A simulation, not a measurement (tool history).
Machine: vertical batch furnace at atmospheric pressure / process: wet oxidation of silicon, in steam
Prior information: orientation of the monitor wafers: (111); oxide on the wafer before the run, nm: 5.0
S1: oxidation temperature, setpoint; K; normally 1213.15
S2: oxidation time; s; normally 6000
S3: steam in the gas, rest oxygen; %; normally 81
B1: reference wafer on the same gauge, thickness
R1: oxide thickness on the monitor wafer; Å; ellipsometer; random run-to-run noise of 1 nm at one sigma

run    hour       S1    S2  S3      B1      R1
  1     0.0  1213.15  6000  81  409.29  4226.9
  2    30.8  1213.15  6000  81  408.92  4229.7
  3    86.7  1213.15  6000  81  408.72  4225.7
  4   117.4  1213.15  6000  81  408.60  4236.3
  5   182.0  1213.15  6000  81  409.39  4221.9
  6   213.2  1213.15  6000  81  408.92  4252.6
  7   250.6  1202.15  5370  81  408.76  3605.0
  8   284.6  1213.15  6000  81  408.65  4247.8
  9   349.7  1213.15  6000  81  409.50  4248.1
      394.1  -- gauge calibrated
 10   404.4  1197.15  8490  85  409.01  4947.1
      583.0  -- thermocouples replaced and temperature profile calibrated
 11   610.5  1213.15  6000  77  408.91  3938.5
      666.8  -- steam generator serviced
 12   667.3  1197.15  8490  85  409.14  4778.6
 13   695.3  1213.15  6750  70  408.90  4023.7
 14   731.0  1194.15  8760  78  409.00  4520.7
 15   774.9  1188.15  3120  75  408.58  1959.7
 16   820.6  1213.15  6000  81  408.81  4121.6
 17   876.8  1201.15  5250  81  409.04  3429.6
 18   940.6  1213.15  4590  81  408.82  3416.3
 19  1008.5  1213.15  3210  81  408.93  2656.8

4 options for the next run, each taken on its own from the tool as it stands now. Forecast them:
  A  1015.1  1213.15  6000  89   ?   ?
  B  1015.1  1198.15  6000  72   ?   ?
  C  1015.1  1229.15  6000  75   ?   ?
  D  1015.1  1198.15  6000  81   ?   ?

run      B1      R1
  A  409.16  4401.3
  B  409.16  3404.6
  C  409.16  4385.9
  D  409.16  3701.0
The same runs, with their run-to-run variation unchanged, on a tool lacking any hidden condition would have given:
run      R1
  A  4330.5
  B  3342.5
  C  4317.1
  D  3635.2

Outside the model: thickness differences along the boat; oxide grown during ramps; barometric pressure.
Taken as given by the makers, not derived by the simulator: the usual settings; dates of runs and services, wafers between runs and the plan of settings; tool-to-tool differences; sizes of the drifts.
